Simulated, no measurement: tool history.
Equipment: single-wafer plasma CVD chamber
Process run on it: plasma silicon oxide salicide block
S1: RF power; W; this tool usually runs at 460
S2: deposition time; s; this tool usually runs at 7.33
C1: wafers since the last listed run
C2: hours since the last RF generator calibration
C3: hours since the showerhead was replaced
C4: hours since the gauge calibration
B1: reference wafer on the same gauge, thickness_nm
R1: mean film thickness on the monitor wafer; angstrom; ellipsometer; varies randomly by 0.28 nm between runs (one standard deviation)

run    hour   S1    S2    C1     C2      C3      C4      B1      R1
  1     0.0  480  7.03     0   84.1  3152.5   984.4  73.599  620.83
  2    70.7  480  7.03  2953  154.8  3223.2  1055.1  73.618  618.91
  3   137.8  460  7.33  2803  221.9  3290.3  1122.2  73.662  631.13
  4   205.2  460  7.33  2816  289.3  3357.7  1189.6  73.597  640.19
  5   255.4  460  7.33  2097  339.5  3407.9  1239.8  73.563  640.55
  6   299.2  515  7.33  1829  383.3  3451.7  1283.6  73.520  661.49
  7   340.6  515  7.33  1729  424.7  3493.1  1325.0  73.532  656.85
  8   410.4  460  7.33  2916  494.5  3562.9  1394.8  73.594  632.79
  9   436.1  480  7.72  1073  520.2  3588.6  1420.5  73.593  671.27
 10   461.0  460  7.33  1040  545.1  3613.5  1445.4  73.595  631.46
 11   504.3  460  7.33  1809  588.4  3656.8  1488.7  73.644  635.38
 12   574.2  460  7.33  2920  658.3  3726.7  1558.6  73.689  634.78
 13   621.4  460  7.33  1972  705.5  3773.9  1605.8  73.789  633.53
      657.5  -- gauge calibrated
 14   671.5  460  7.33  2093  755.6  3824.0    14.0  73.689  631.51
 15   734.4  460  7.33  2628  818.5  3886.9    76.9  73.506  631.71
 16   798.9  460  7.33  2694  883.0  3951.4   141.4  73.540  629.63
 17   849.0  530  8.29  2093  933.1  4001.5   191.5  73.581  736.14
 18   889.1  460  6.88  1675  973.2  4041.6   231.6  73.673  592.87
      956.8  -- RF generator calibrated
 19  1004.9  460  6.88  4503   48.1  4157.4   347.4  73.539  597.29
 20  1069.9  460  7.33  2715  113.1  4222.4   412.4  73.638  641.37
     1105.1  -- showerhead replaced
 21  1138.1  460  6.63  2515  181.3    33.0   480.6  73.594  584.03
 22  1181.1  460  5.96  1796  224.3    76.0   523.6  73.568  520.51
 23  1247.7  460  7.33  2782  290.9   142.6   590.2  73.569  636.89
 24  1310.2  460  7.33  2611  353.4   205.1   652.7  73.478  643.67
 25  1352.7  430  6.35  1775  395.9   247.6   695.2  73.667  544.58
 26  1390.1  430  6.85  1562  433.3   285.0   732.6  73.614  586.01
 27  1423.9  460  8.71  1412  467.1   318.8   766.4  73.646  757.34
 28  1489.9  385  8.07  2757  533.1   384.8   832.4  73.622  676.21
 29  1549.7  460  6.28  2498  592.9   444.6   892.2  73.531  548.43
 30  1582.5  460  7.33  1370  625.7   477.4   925.0  73.672  638.03
 31  1649.9  425  6.51  2816  693.1   544.8   992.4  73.542  555.00
 32  1716.1  405  8.59  2765  759.3   611.0  1058.6  73.645  721.26
 33  1772.5  460  7.33  2356  815.7   667.4  1115.0  73.579  636.90
 34  1816.5  460  8.47  1838  859.7   711.4  1159.0  73.636  729.69
 35  1852.7  495  7.33  1512  895.9   747.6  1195.2  73.482  645.75
 36  1913.8  390  8.47  2552  957.0   808.7  1256.3  73.671  698.36
 37  1942.4  460  8.37  1194  985.6   837.3  1284.9  73.596  726.13
     1968.3  -- RF generator calibrated
 38  1991.1  485  7.82  1700   22.8   886.0  1333.6  73.466  693.41
 39  2043.9  525  8.05  2206   75.6   938.8  1386.4  73.694  727.68

Consider 4 possible next runs. They are alternatives, not a sequence: every one starts from the tool as it was left by run 39. What does each give?
  A  2044.3  460  7.33  16  76.0  939.2  1386.8   ?   ?
  B  2044.3  510  6.65  16  76.0  939.2  1386.8   ?   ?
  C  2044.3  375  6.65  16  76.0  939.2  1386.8   ?   ?
  D  2044.3  410  8.57  16  76.0  939.2  1386.8   ?   ?

run      B1      R1
  A  73.676  639.57
  B  73.676  596.14
  C  73.676  550.60
  D  73.676  725.87
Stripped of hidden state, with their random variation kept, the same runs would have yielded:
run      R1
  A  642.64
  B  599.01
  C  553.25
  D  729.36
